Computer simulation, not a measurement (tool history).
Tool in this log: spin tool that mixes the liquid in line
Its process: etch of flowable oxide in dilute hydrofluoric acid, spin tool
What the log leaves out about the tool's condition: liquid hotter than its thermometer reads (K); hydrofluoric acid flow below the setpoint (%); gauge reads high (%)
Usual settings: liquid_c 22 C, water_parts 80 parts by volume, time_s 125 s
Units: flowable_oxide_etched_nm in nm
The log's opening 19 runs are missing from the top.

run    hour  liquid_c  water_parts  time_s  wafers since the last listed run  hours since the thermometer was replaced  hours since the hydrofluoric acid flow meter was replaced  hours since the gauge calibration  read-back film thickness of the flowable oxide reference wafer, read on the same gauge (nm)  flowable_oxide_etched_nm
 20  1240.1      23.5           95     125                               385                                     238.2                                                      127.8                              324.2                                                                                        80.02                     49.94
 21  1454.2      19.5           55     125                              1880                                     452.3                                                      341.9                              538.3                                                                                        80.02                     77.89
 22  1512.2        27          105     125                               509                                     510.3                                                      399.9                              596.3                                                                                           80                     51.16
 23  1562.6      18.5          115     100                               442                                     560.7                                                      450.3                              646.7                                                                                           80                      26.7
 24  1608.4        22           80     160                               402                                     606.5                                                      496.1                              692.5                                                                                        80.02                     73.06
 25  1653.7      26.5          105     125                               397                                     651.8                                                      541.4                              737.8                                                                                           80                     50.99
 26  1717.9      26.5           80     150                               563                                       716                                                      605.6                                802                                                                                           80                     82.53
 27  1787.3      18.5           60      90                               609                                     785.4                                                        675                              871.4                                                                                           80                     48.69
 28  1832.7        22          110     125                               398                                     830.8                                                      720.4                              916.8                                                                                        79.94                     40.24
 29  1871.3      23.5           40      70                               339                                     869.4                                                        759                              955.4                                                                                        80.02                     71.39
 30  1927.4        22           80     125                               492                                     925.5                                                      815.1                             1011.5                                                                                        80.03                     56.89
 31  1953.9      19.5           65     150                               232                                       952                                                      841.6                               1038                                                                                        80.01                     77.28
 32  2017.1        22           80     125                               555                                    1015.2                                                      904.8                             1101.2                                                                                        79.99                     57.12
 33  2062.7        22           80      80                               400                                    1060.8                                                      950.4                             1146.8                                                                                           80                     36.15
 34  2116.6        22           80     100                               473                                    1114.7                                                     1004.3                             1200.7                                                                                           80                     45.17
 35  2182.2      23.5           80     170                               576                                    1180.3                                                     1069.9                             1266.3                                                                                        80.01                     82.68

Branching from run 35: 3 alternative next runs. What would each branch give?
  A  2182.7        22           80     125                                 4                                    1180.8                                                     1070.4                             1266.8                                                                                            ?                         ?
  B  2182.7        26           50     100                                 4                                    1180.8                                                     1070.4                             1266.8                                                                                            ?                         ?
  C  2182.7        22           45     125                                 4                                    1180.8                                                     1070.4                             1266.8                                                                                            ?                         ?

run  read-back film thickness of the flowable oxide reference wafer, read on the same gauge (nm)  flowable_oxide_etched_nm
  A                                                                                        79.99                     57.65
  B                                                                                        79.99                      90.4
  C                                                                                        79.99                    107.54
With the hidden condition removed and each run's random variation left untouched, the same runs would have given:
run  flowable_oxide_etched_nm
  A                     57.85
  B                      90.6
  C                    107.41

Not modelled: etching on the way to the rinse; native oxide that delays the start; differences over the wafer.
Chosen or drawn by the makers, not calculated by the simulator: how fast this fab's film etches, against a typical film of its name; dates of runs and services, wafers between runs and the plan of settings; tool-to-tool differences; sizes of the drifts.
